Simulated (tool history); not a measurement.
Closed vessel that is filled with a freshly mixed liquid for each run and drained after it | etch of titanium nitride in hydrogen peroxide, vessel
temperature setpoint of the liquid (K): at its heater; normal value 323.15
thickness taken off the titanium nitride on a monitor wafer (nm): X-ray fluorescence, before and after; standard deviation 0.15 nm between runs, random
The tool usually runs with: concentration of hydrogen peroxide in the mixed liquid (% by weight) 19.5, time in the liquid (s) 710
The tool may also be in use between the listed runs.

run    hour  temperature setpoint of the liquid (K)  concentration of hydrogen peroxide in the mixed liquid (% by weight)  time in the liquid (s)  wafers since the last listed run  hours since the thermometer was replaced  hours since the peroxide flow meter was replaced  hours since the drum of peroxide was connected  hours since the gauge calibration  read-back film thickness of the titanium nitride reference wafer, read on the same gauge (nm)  thickness taken off the titanium nitride on a monitor wafer (nm)
  1     0.0                                  323.15                                                                  19.5                     505                                 0                                    1283.9                                            1970.5                                           588.6                              316.6                                                                                          59.97                                                             27.20
  2    81.1                                  323.15                                                                  19.5                     505                              5881                                    1365.0                                            2051.6                                           669.7                              397.7                                                                                          60.01                                                             27.21
  3   163.4                                  331.15                                                                  19.5                     710                              5968                                    1447.3                                            2133.9                                           752.0                              480.0                                                                                          59.99                                                             67.23
  4   237.6                                  331.15                                                                  19.5                     710                              5380                                    1521.5                                            2208.1                                           826.2                              554.2                                                                                          60.05                                                             67.46
      336.4  -- peroxide flow meter replaced
  5   337.6                                  323.15                                                                  19.5                     710                              7179                                    1621.5                                               1.2                                           926.2                              654.2                                                                                          60.01                                                             38.33
  6   416.4                                  323.15                                                                  19.5                     710                              5714                                    1700.3                                              80.0                                          1005.0                              733.0                                                                                          60.01                                                             38.20
  7   470.6                                  323.15                                                                  19.5                     710                              3930                                    1754.5                                             134.2                                          1059.2                              787.2                                                                                          60.01                                                             38.23
  8   560.5                                  323.15                                                                  19.5                     710                              6519                                    1844.4                                             224.1                                          1149.1                              877.1                                                                                          60.02                                                             38.15
      611.9  -- new drum of peroxide connected
  9   627.9                                  323.15                                                                  17.5                     710                              4815                                    1911.8                                             291.5                                            16.0                              944.5                                                                                          59.99                                                             37.94
 10   729.9                                  319.65                                                                  19.5                     415                              7396                                    2013.8                                             393.5                                           118.0                             1046.5                                                                                          59.98                                                             17.44
 11   781.8                                  323.15                                                                  19.5                     890                              3763                                    2065.7                                             445.4                                           169.9                             1098.4                                                                                          60.00                                                             48.20
 12   859.5                                  332.65                                                                  24.5                    1075                              5634                                    2143.4                                             523.1                                           247.6                             1176.1                                                                                          59.99                                                            119.95
      926.4  -- thermometer replaced
 13   937.6                                  320.65                                                                  19.5                     505                              5591                                      11.2                                             601.2                                           325.7                             1254.2                                                                                          60.01                                                             22.95
 14  1018.3                                  323.15                                                                  25.0                    1010                              5852                                      91.9                                             681.9                                           406.4                             1334.9                                                                                          59.95                                                             58.08
 15  1123.6                                  323.15                                                                  19.5                     710                              7636                                     197.2                                             787.2                                           511.7                             1440.2                                                                                          59.97                                                             38.44
 16  1173.8                                  315.15                                                                  25.0                     875                              3640                                     247.4                                             837.4                                           561.9                             1490.4                                                                                          59.98                                                             27.60
 17  1278.5                                  329.15                                                                  22.0                    1010                              7592                                     352.1                                             942.1                                           666.6                             1595.1                                                                                          60.00                                                             85.52
 18  1316.2                                  323.15                                                                  19.5                     710                              2733                                     389.8                                             979.8                                           704.3                             1632.8                                                                                          60.01                                                             38.60
     1337.9  -- gauge calibrated
 19  1400.4                                  323.15                                                                  15.5                    1075                              6106                                     474.0                                            1064.0                                           788.5                               62.5                                                                                          59.97                                                             55.25
 20  1452.1                                  315.15                                                                  24.5                     710                              3749                                     525.7                                            1115.7                                           840.2                              114.2                                                                                          60.04                                                             22.29
 21  1516.0                                  319.65                                                                  22.0                     710                              4633                                     589.6                                            1179.6                                           904.1                              178.1                                                                                          60.02                                                             30.28
 22  1588.1                                  320.65                                                                  19.5                     505                              5228                                     661.7                                            1251.7                                           976.2                              250.2                                                                                          59.99                                                             22.73
 23  1669.1                                  333.15                                                                  19.5                     350                              5874                                     742.7                                            1332.7                                          1057.2                              331.2                                                                                          59.99                                                             38.22
 24  1730.8                                  317.15                                                                  23.0                     500                              4474                                     804.4                                            1394.4                                          1118.9                              392.9                                                                                          59.99                                                             17.95
 25  1834.1                                  319.65                                                                  15.5                     710                              7491                                     907.7                                            1497.7                                          1222.2                              496.2                                                                                          60.02                                                             28.23
 26  1890.8                                  323.15                                                                  19.5                     710                              4111                                     964.4                                            1554.4                                          1278.9                              552.9                                                                                          59.96                                                             38.08
     1961.5  -- new drum of peroxide connected
 27  1992.5                                  315.15                                                                  19.5                     450                              7302                                    1066.1                                            1656.1                                            31.0                              654.6                                                                                          60.02                                                             13.60
 28  2079.0                                  330.15                                                                  19.5                     985                              6272                                    1152.6                                            1742.6                                           117.5                              741.1                                                                                          59.97                                                             88.17
 29  2121.3                                  323.15                                                                  23.0                     710                              3067                                    1194.9                                            1784.9                                           159.8                              783.4                                                                                          60.01                                                             40.22

Per-run results on a tool with no hidden state, each run keeping its own random variation:
Hidden conditions of the tool in this case: liquid colder than its thermometer reads (K); peroxide flow below the setpoint (%); peroxide weaker than its label (%); gauge reads high (%).
run  thickness taken off the titanium nitride on a monitor wafer (nm)
  1                                                             27.48
  2                                                             27.51
  3                                                             68.08
  4                                                             68.39
  5                                                             38.92
  6                                                             38.83
  7                                                             38.90
  8                                                             38.87
  9                                                             37.99
 10                                                             17.49
 11                                                             48.37
 12                                                            120.52
 13                                                             23.08
 14                                                             58.50
 15                                                             38.77
 16                                                             27.86
 17                                                             86.46
 18                                                             39.04
 19                                                             55.95
 20                                                             22.60
 21                                                             30.73
 22                                                             23.09
 23                                                             38.87
 24                                                             18.28
 25                                                             28.78
 26                                                             38.86
 27                                                             13.61
 28                                                             88.33
 29                                                             40.32
